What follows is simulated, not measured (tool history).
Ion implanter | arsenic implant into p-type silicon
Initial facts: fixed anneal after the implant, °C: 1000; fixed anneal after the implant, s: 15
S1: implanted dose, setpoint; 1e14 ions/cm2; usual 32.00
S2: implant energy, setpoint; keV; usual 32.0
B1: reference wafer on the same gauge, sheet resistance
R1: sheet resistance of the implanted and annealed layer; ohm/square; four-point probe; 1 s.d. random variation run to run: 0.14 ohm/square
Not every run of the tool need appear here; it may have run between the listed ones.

run	day	S1	S2	B1	R1
1	0.000	32.00	32.0	84.39	92.32
2	0.704	32.00	32.0	84.35	92.34
3	1.704	32.00	32.0	84.37	92.63
4	2.312	32.00	32.0	84.41	92.39
5	6.071	32.00	32.0	84.41	92.26
6	6.958	32.00	32.0	84.43	92.24
7	7.617	36.10	32.0	84.43	91.14
8	8.683	36.10	32.0	84.41	91.27
9	9.829	36.10	32.0	84.36	90.89
10	10.571	32.00	32.0	84.37	92.39
# day 10.996: extraction supply calibrated
11	12.238	32.00	32.0	84.38	92.59
12	13.192	32.00	32.0	84.44	92.28
13	13.854	27.26	32.0	84.38	94.09
14	14.500	27.80	38.5	84.38	85.57
# day 15.725: gauge calibrated
15	15.788	27.80	38.5	84.43	85.61
16	17.646	39.65	32.0	84.45	90.20
17	18.558	24.55	32.0	84.41	95.60
18	19.679	32.00	32.0	84.37	92.39
19	20.571	28.05	22.0	84.40	111.65
20	21.558	28.04	38.5	84.38	85.40
21	22.721	32.00	32.0	84.38	92.56
22	23.771	32.00	23.0	84.42	107.81
23	24.562	32.00	32.0	84.38	92.44
24	25.438	38.90	38.5	84.41	81.65
# day 26.262: Faraday cup replaced and dose calibrated
25	26.512	23.81	32.0	84.40	96.05
26	27.733	23.84	26.0	84.38	105.81
27	28.958	40.70	23.5	84.35	104.09
28	29.771	37.95	32.0	84.36	90.71
29	30.346	26.94	25.0	84.41	105.86
30	32.900	34.67	39.5	84.42	81.86
31	33.404	32.00	32.0	84.42	92.52
32	34.017	32.00	32.0	84.35	92.19
33	35.338	32.00	32.0	84.36	92.54

What if the next run were any one of these 3? Each begins from the tool's condition after run 33:
A	35.354	32.00	27.0	?	?
B	35.354	36.85	23.0	?	?
C	35.354	32.00	38.5	?	?

run	B1	R1
A	84.39	100.06
B	84.39	105.95
C	84.39	83.65
Without the tool's unlogged condition, the same runs would have read:
run	R1
A	100.06
B	105.95
C	83.65
